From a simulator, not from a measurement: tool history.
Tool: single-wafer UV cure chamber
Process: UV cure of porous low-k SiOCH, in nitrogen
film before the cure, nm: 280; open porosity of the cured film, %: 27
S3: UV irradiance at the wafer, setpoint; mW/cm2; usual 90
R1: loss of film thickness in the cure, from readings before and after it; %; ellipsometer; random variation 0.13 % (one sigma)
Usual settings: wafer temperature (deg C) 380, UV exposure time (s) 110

run 1 day=0.000 | wafer_temperature_(deg_C)=380 UV_exposure_time_(s)=110 S3=90 | R1=9.381
run 2 day=2.133 | wafer_temperature_(deg_C)=380 UV_exposure_time_(s)=110 S3=90 | R1=9.346
run 3 day=4.883 | wafer_temperature_(deg_C)=380 UV_exposure_time_(s)=110 S3=90 | R1=9.082
run 4 day=7.312 | wafer_temperature_(deg_C)=380 UV_exposure_time_(s)=95 S3=90 | R1=8.336
run 5 day=8.425 | wafer_temperature_(deg_C)=380 UV_exposure_time_(s)=95 S3=90 | R1=8.391
run 6 day=10.150 | wafer_temperature_(deg_C)=380 UV_exposure_time_(s)=110 S3=90 | R1=8.921
run 7 day=12.383 | wafer_temperature_(deg_C)=380 UV_exposure_time_(s)=110 S3=90 | R1=8.881
-- day=13.146 quartz window cleaned
run 8 day=15.379 | wafer_temperature_(deg_C)=380 UV_exposure_time_(s)=110 S3=90 | R1=9.361
run 9 day=17.504 | wafer_temperature_(deg_C)=380 UV_exposure_time_(s)=85 S3=90 | R1=8.272
run 10 day=20.050 | wafer_temperature_(deg_C)=380 UV_exposure_time_(s)=85 S3=90 | R1=8.342
run 11 day=22.625 | wafer_temperature_(deg_C)=380 UV_exposure_time_(s)=85 S3=90 | R1=8.226
run 12 day=23.883 | wafer_temperature_(deg_C)=380 UV_exposure_time_(s)=110 S3=90 | R1=9.377
run 13 day=25.133 | wafer_temperature_(deg_C)=380 UV_exposure_time_(s)=110 S3=90 | R1=9.486
run 14 day=27.867 | wafer_temperature_(deg_C)=380 UV_exposure_time_(s)=110 S3=90 | R1=9.413
run 15 day=30.850 | wafer_temperature_(deg_C)=380 UV_exposure_time_(s)=110 S3=90 | R1=9.062
run 16 day=33.129 | wafer_temperature_(deg_C)=380 UV_exposure_time_(s)=110 S3=90 | R1=8.703
-- day=35.429 quartz window cleaned
run 17 day=35.450 | wafer_temperature_(deg_C)=380 UV_exposure_time_(s)=110 S3=90 | R1=9.273
run 18 day=37.075 | wafer_temperature_(deg_C)=380 UV_exposure_time_(s)=60 S3=90 | R1=6.738
run 19 day=39.212 | wafer_temperature_(deg_C)=374 UV_exposure_time_(s)=110 S3=90 | R1=9.198
run 20 day=40.900 | wafer_temperature_(deg_C)=374 UV_exposure_time_(s)=65 S3=103 | R1=7.638
-- day=42.021 UV bulbs replaced
run 21 day=42.817 | wafer_temperature_(deg_C)=380 UV_exposure_time_(s)=110 S3=90 | R1=9.492
run 22 day=45.675 | wafer_temperature_(deg_C)=400 UV_exposure_time_(s)=85 S3=90 | R1=8.471

The next listed run, before its measurement:
run 23 day=47.317 | wafer_temperature_(deg_C)=374 UV_exposure_time_(s)=65 S3=103 | R1=?

{"run 23": {"R1": 7.469}}
Without the tool's hidden state the same run would have given R1 7.782 %.

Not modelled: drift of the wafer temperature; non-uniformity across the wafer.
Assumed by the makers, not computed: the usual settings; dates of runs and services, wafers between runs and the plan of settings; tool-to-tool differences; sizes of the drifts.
